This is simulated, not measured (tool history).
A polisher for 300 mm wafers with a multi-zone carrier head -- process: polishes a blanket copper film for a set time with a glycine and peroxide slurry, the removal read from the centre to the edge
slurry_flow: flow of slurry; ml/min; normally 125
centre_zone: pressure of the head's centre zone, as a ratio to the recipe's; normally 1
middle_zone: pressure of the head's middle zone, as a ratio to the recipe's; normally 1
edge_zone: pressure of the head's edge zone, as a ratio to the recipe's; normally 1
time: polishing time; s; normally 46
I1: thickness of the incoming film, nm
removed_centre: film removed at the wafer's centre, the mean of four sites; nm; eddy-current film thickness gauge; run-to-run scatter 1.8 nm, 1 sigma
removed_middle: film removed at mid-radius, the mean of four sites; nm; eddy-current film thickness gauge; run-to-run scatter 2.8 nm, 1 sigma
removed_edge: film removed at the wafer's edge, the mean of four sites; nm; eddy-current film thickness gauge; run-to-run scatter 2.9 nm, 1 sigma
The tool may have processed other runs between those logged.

run 1 hour=0 | slurry_flow=125 centre_zone=1 middle_zone=1 edge_zone=1 time=46 | I1=2232 | removed_centre=256 removed_middle=265.8 removed_edge=272.1
-- hour=19.5 worn pad replaced by a new one
run 2 hour=34.6 | slurry_flow=125 centre_zone=1 middle_zone=0.91 edge_zone=1 time=46 | I1=2222.8 | removed_centre=268.4 removed_middle=256.8 removed_edge=285.8
run 3 hour=62.7 | slurry_flow=125 centre_zone=1 middle_zone=0.91 edge_zone=1 time=46 | I1=2265.3 | removed_centre=266.4 removed_middle=259.2 removed_edge=281.1
run 4 hour=131.4 | slurry_flow=105 centre_zone=0.97 middle_zone=1 edge_zone=1 time=46 | I1=2204.4 | removed_centre=243.9 removed_middle=263.6 removed_edge=271.1
run 5 hour=155.9 | slurry_flow=150 centre_zone=0.89 middle_zone=0.91 edge_zone=1 time=37 | I1=2207.4 | removed_centre=194.8 removed_middle=213.5 removed_edge=225.1
run 6 hour=198.4 | slurry_flow=125 centre_zone=1 middle_zone=0.9 edge_zone=1 time=32 | I1=2251.4 | removed_centre=182 removed_middle=172.8 removed_edge=190.9
run 7 hour=237.4 | slurry_flow=125 centre_zone=1 middle_zone=1 edge_zone=1 time=59 | I1=2223.6 | removed_centre=332.3 removed_middle=341.2 removed_edge=343.2
run 8 hour=277.4 | slurry_flow=125 centre_zone=1 middle_zone=0.9 edge_zone=1 time=32 | I1=2268.8 | removed_centre=178.7 removed_middle=171.7 removed_edge=193.3
-- hour=302 slurry nozzle cleaned
run 9 hour=311 | slurry_flow=125 centre_zone=1 middle_zone=1 edge_zone=1 time=46 | I1=2259.2 | removed_centre=264.6 removed_middle=270.7 removed_edge=277.6
run 10 hour=341 | slurry_flow=125 centre_zone=0.92 middle_zone=1 edge_zone=1 time=46 | I1=2228 | removed_centre=240.3 removed_middle=276.1 removed_edge=273.8
-- hour=362.5 centre zone pressure recalibrated
-- hour=376.6 edge zone pressure recalibrated
run 11 hour=386.9 | slurry_flow=140 centre_zone=1 middle_zone=1 edge_zone=1 time=46 | I1=2243.6 | removed_centre=268.1 removed_middle=273.5 removed_edge=276
run 12 hour=446.7 | slurry_flow=125 centre_zone=1 middle_zone=1 edge_zone=1.11 time=54 | I1=2198.8 | removed_centre=300.9 removed_middle=311.1 removed_edge=331.7
-- hour=455.6 worn pad replaced by a new one
run 13 hour=529.9 | slurry_flow=140 centre_zone=1 middle_zone=0.94 edge_zone=0.89 time=46 | I1=2226.7 | removed_centre=267 removed_middle=266.2 removed_edge=270.7
-- hour=563.9 carrier head's membrane replaced by a new one
run 14 hour=564.4 | slurry_flow=125 centre_zone=1 middle_zone=1 edge_zone=1 time=33 | I1=2247.4 | removed_centre=186.1 removed_middle=195.8 removed_edge=196.9
run 15 hour=624.6 | slurry_flow=125 centre_zone=1 middle_zone=1 edge_zone=1 time=46 | I1=2206 | removed_centre=263 removed_middle=270.1 removed_edge=277.3
-- hour=679.1 slurry nozzle cleaned
-- hour=748.4 edge zone pressure recalibrated
run 16 hour=784.2 | slurry_flow=125 centre_zone=1.1 middle_zone=1 edge_zone=1 time=46 | I1=2207.4 | removed_centre=283.4 removed_middle=272 removed_edge=274.3
-- hour=791.3 centre zone pressure recalibrated
run 17 hour=834 | slurry_flow=145 centre_zone=0.92 middle_zone=1 edge_zone=1.11 time=46 | I1=2217.1 | removed_centre=246.1 removed_middle=271.1 removed_edge=292
-- hour=855.8 worn pad replaced by a new one
run 18 hour=905.4 | slurry_flow=125 centre_zone=1 middle_zone=1 edge_zone=1 time=46 | I1=2270.2 | removed_centre=262 removed_middle=277.8 removed_edge=276
run 19 hour=942.7 | slurry_flow=125 centre_zone=1 middle_zone=1 edge_zone=1 time=46 | I1=2202.7 | removed_centre=261.7 removed_middle=271 removed_edge=276
run 20 hour=987.8 | slurry_flow=125 centre_zone=1 middle_zone=1 edge_zone=1 time=46 | I1=2208.9 | removed_centre=260.7 removed_middle=269.1 removed_edge=275.5
run 21 hour=1098 | slurry_flow=125 centre_zone=1 middle_zone=1 edge_zone=1 time=46 | I1=2227.3 | removed_centre=254.4 removed_middle=266.2 removed_edge=270.5
-- hour=1125 slurry nozzle cleaned
-- hour=1144.9 edge zone pressure recalibrated
run 22 hour=1159.5 | slurry_flow=110 centre_zone=0.94 middle_zone=0.89 edge_zone=1 time=59 | I1=2205.7 | removed_centre=311.3 removed_middle=313.1 removed_edge=348.2

Forecast each of these 4 alternatives for the next run:
run A hour=1159.9 | slurry_flow=125 centre_zone=1 middle_zone=0.88 edge_zone=1 time=46 | I1=2202.5 | removed_centre=? removed_middle=? removed_edge=?
run B hour=1159.9 | slurry_flow=125 centre_zone=0.97 middle_zone=1 edge_zone=1 time=33 | I1=2202.5 | removed_centre=? removed_middle=? removed_edge=?
run C hour=1159.9 | slurry_flow=125 centre_zone=1 middle_zone=1 edge_zone=0.94 time=46 | I1=2202.5 | removed_centre=? removed_middle=? removed_edge=?
run D hour=1159.9 | slurry_flow=85 centre_zone=1.1 middle_zone=1 edge_zone=1 time=46 | I1=2202.5 | removed_centre=? removed_middle=? removed_edge=?

run=A removed_centre=266.6 removed_middle=247.2 removed_edge=276.5
run=B removed_centre=185.6 removed_middle=194.3 removed_edge=198.1
run=C removed_centre=266.8 removed_middle=270.8 removed_edge=270.1
run=D removed_centre=266.8 removed_middle=249.1 removed_edge=260.9
Stripped of hidden state, with their random variation kept, the same runs would have yielded:
run=A removed_centre=276.9 removed_middle=256.7 removed_edge=286.8
run=B removed_centre=192.8 removed_middle=201.8 removed_edge=205.5
run=C removed_centre=277.1 removed_middle=281.2 removed_edge=280.2
run=D removed_centre=277.5 removed_middle=258.9 removed_edge=270.9
